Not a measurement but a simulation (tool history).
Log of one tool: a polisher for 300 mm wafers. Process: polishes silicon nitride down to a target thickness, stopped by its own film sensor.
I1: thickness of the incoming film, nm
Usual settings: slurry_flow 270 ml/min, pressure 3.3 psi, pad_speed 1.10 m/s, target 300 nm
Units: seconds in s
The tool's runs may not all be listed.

Run 1, hour 0.0: usual settings but pad_speed 0.80 m/s; I1 560.9. Result: seconds 193.1 s.
Run 2, hour 6.6: usual settings but pad_speed 0.80 m/s; I1 548.9. Result: seconds 189.0 s.
Run 3, hour 13.2: usual settings; I1 556.7. Result: seconds 160.8 s.
Run 4, hour 24.2: usual settings; I1 547.9. Result: seconds 163.2 s.
Run 5, hour 33.9: usual settings; I1 550.7. Result: seconds 162.0 s.
Run 6, hour 42.4: usual settings; I1 550.9. Result: seconds 162.4 s.
Run 7, hour 55.0: usual settings; I1 558.0. Result: seconds 170.8 s.
Run 8, hour 65.4: usual settings; I1 557.5. Result: seconds 174.9 s.
Run 9, hour 80.2: usual settings but target 322 nm; I1 554.6. Result: seconds 157.0 s.
Run 10, hour 92.4: usual settings but target 322 nm; I1 549.9. Result: seconds 153.3 s.
Run 11, hour 100.5: usual settings; I1 547.9. Result: seconds 171.0 s.
At hour 115.9: worn pad replaced by a new one.
Run 12, hour 116.4: usual settings; I1 551.2. Result: seconds 148.0 s.
Run 13, hour 121.9: usual settings but pad_speed 1.24 m/s; I1 545.5. Result: seconds 137.6 s.
Run 14, hour 128.8: usual settings but pad_speed 1.24 m/s; I1 553.9. Result: seconds 145.8 s.
Run 15, hour 135.9: usual settings; I1 543.9. Result: seconds 146.8 s.
Run 16, hour 148.5: usual settings; I1 553.9. Result: seconds 159.8 s.
Run 17, hour 165.8: usual settings; I1 545.9. Result: seconds 153.6 s.
Run 18, hour 181.9: usual settings; I1 545.9. Result: seconds 158.9 s.
Run 19, hour 195.1: usual settings; I1 549.2. Result: seconds 167.6 s.
Run 20, hour 206.4: usual settings; I1 545.2. Result: seconds 159.5 s.
Run 21, hour 222.6: usual settings but pressure 3.6 psi, pad_speed 1.40 m/s; I1 539.3. Result: seconds 125.1 s.
At hour 236.7: worn pad replaced by a new one.
Run 22, hour 237.2: usual settings but pressure 2.8 psi; I1 540.9. Result: seconds 162.1 s.
Run 23, hour 241.0: usual settings but pad_speed 1.28 m/s; I1 542.7. Result: seconds 133.7 s.
Run 24, hour 256.9: usual settings but target 272 nm; I1 552.0. Result: seconds 172.2 s.
At hour 283.8: head pressure recalibrated.
Run 25, hour 299.1: usual settings but pressure 4.1 psi; I1 543.8. Result: seconds 133.8 s.
Run 26, hour 312.4: usual settings; I1 552.9. Result: seconds 166.3 s.
At hour 320.7: slurry nozzle cleaned.
Run 27, hour 326.5: usual settings but pressure 2.7 psi, target 381 nm; I1 551.7. Result: seconds 135.6 s.
Run 28, hour 337.7: usual settings but slurry_flow 230 ml/min, pressure 4.2 psi, target 243 nm; I1 553.8. Result: seconds 169.9 s.
Run 29, hour 352.6: usual settings but slurry_flow 245 ml/min, pressure 2.9 psi, target 343 nm; I1 545.8. Result: seconds 150.0 s.
At hour 382.6: worn pad replaced by a new one.
Run 30, hour 396.9: usual settings but pressure 4.1 psi; I1 551.3. Result: seconds 129.7 s.
Run 31, hour 410.0: usual settings but pad_speed 0.78 m/s, target 271 nm; I1 555.0. Result: seconds 214.2 s.
Run 32, hour 416.1: usual settings; I1 539.5. Result: seconds 152.0 s.
Run 33, hour 426.7: usual settings but target 383 nm; I1 549.9. Result: seconds 110.7 s.
Run 34, hour 443.4: usual settings but slurry_flow 360 ml/min, pressure 2.5 psi, pad_speed 0.76 m/s; I1 545.2. Result: seconds 241.9 s.

Forecast each of these 3 alternatives for the next run:
Run A, hour 443.9: usual settings but slurry_flow 315 ml/min; I1 554.4. Result: seconds ?.
Run B, hour 443.9: usual settings but slurry_flow 320 ml/min, pressure 4.3 psi; I1 554.4. Result: seconds ?.
Run C, hour 443.9: usual settings but slurry_flow 350 ml/min, pressure 3.8 psi, target 339 nm; I1 554.4. Result: seconds ?.

run  seconds
  A    159.4
  B    126.6
  C    118.5
Without the tool's hidden state the same runs would have given:
run  seconds
  A    142.2
  B    112.9
  C    105.7
